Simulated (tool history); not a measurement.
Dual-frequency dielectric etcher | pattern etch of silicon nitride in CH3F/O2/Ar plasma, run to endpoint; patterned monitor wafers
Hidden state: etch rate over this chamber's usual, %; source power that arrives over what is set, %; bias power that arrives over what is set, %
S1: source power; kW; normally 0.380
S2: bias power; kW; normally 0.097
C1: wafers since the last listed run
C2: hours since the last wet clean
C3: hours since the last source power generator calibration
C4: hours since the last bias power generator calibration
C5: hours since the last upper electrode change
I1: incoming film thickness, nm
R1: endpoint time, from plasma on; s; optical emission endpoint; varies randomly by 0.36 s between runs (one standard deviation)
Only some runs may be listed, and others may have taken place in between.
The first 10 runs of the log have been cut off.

run 11 hour=117.1 | S1=0.310 S2=0.097 | C1=126 C2=345.9 C3=2395.2 C4=1967.0 C5=4352.1 | I1=38.28 | R1=54.1
run 12 hour=142.5 | S1=0.380 S2=0.097 | C1=283 C2=371.3 C3=2420.6 C4=1992.4 C5=4377.5 | I1=38.41 | R1=49.6
-- hour=173.5 wet clean of the chamber
-- hour=176.2 bias power generator calibrated
-- hour=176.4 source power generator calibrated
run 13 hour=176.9 | S1=0.380 S2=0.097 | C1=83 C2=3.4 C3=0.5 C4=0.7 C5=4411.9 | I1=38.43 | R1=52.0
run 14 hour=177.3 | S1=0.380 S2=0.097 | C1=4 C2=3.8 C3=0.9 C4=1.1 C5=4412.3 | I1=38.41 | R1=52.1
run 15 hour=180.8 | S1=0.380 S2=0.097 | C1=39 C2=7.3 C3=4.4 C4=4.6 C5=4415.8 | I1=38.61 | R1=51.7
run 16 hour=196.6 | S1=0.460 S2=0.083 | C1=176 C2=23.1 C3=20.2 C4=20.4 C5=4431.6 | I1=38.24 | R1=52.8
run 17 hour=208.1 | S1=0.420 S2=0.084 | C1=128 C2=34.6 C3=31.7 C4=31.9 C5=4443.1 | I1=38.71 | R1=54.8
-- hour=236.2 wet clean of the chamber, repeated, since the last time left the tool worse
-- hour=246.8 upper electrode replaced
run 18 hour=247.3 | S1=0.380 S2=0.097 | C1=51 C2=11.1 C3=70.9 C4=71.1 C5=0.5 | I1=38.70 | R1=48.3
run 19 hour=247.7 | S1=0.330 S2=0.091 | C1=4 C2=11.5 C3=71.3 C4=71.5 C5=0.9 | I1=38.29 | R1=52.7
run 20 hour=248.0 | S1=0.410 S2=0.114 | C1=3 C2=11.8 C3=71.6 C4=71.8 C5=1.2 | I1=38.37 | R1=43.4
run 21 hour=253.0 | S1=0.380 S2=0.097 | C1=55 C2=16.8 C3=76.6 C4=76.8 C5=6.2 | I1=38.97 | R1=49.7
run 22 hour=268.9 | S1=0.470 S2=0.107 | C1=177 C2=32.7 C3=92.5 C4=92.7 C5=22.1 | I1=38.43 | R1=42.9
run 23 hour=279.7 | S1=0.480 S2=0.084 | C1=120 C2=43.5 C3=103.3 C4=103.5 C5=32.9 | I1=38.31 | R1=48.7
run 24 hour=297.2 | S1=0.470 S2=0.089 | C1=195 C2=61.0 C3=120.8 C4=121.0 C5=50.4 | I1=38.40 | R1=47.3

What will run 25 give?
run 25 hour=323.2 | S1=0.330 S2=0.081 | C1=290 C2=87.0 C3=146.8 C4=147.0 C5=76.4 | I1=38.04 | R1=?

{"run 25": {"R1": 56.6}}
If the tool had no hidden condition, the same run with the same run-to-run variation would have returned R1 56.0 s.

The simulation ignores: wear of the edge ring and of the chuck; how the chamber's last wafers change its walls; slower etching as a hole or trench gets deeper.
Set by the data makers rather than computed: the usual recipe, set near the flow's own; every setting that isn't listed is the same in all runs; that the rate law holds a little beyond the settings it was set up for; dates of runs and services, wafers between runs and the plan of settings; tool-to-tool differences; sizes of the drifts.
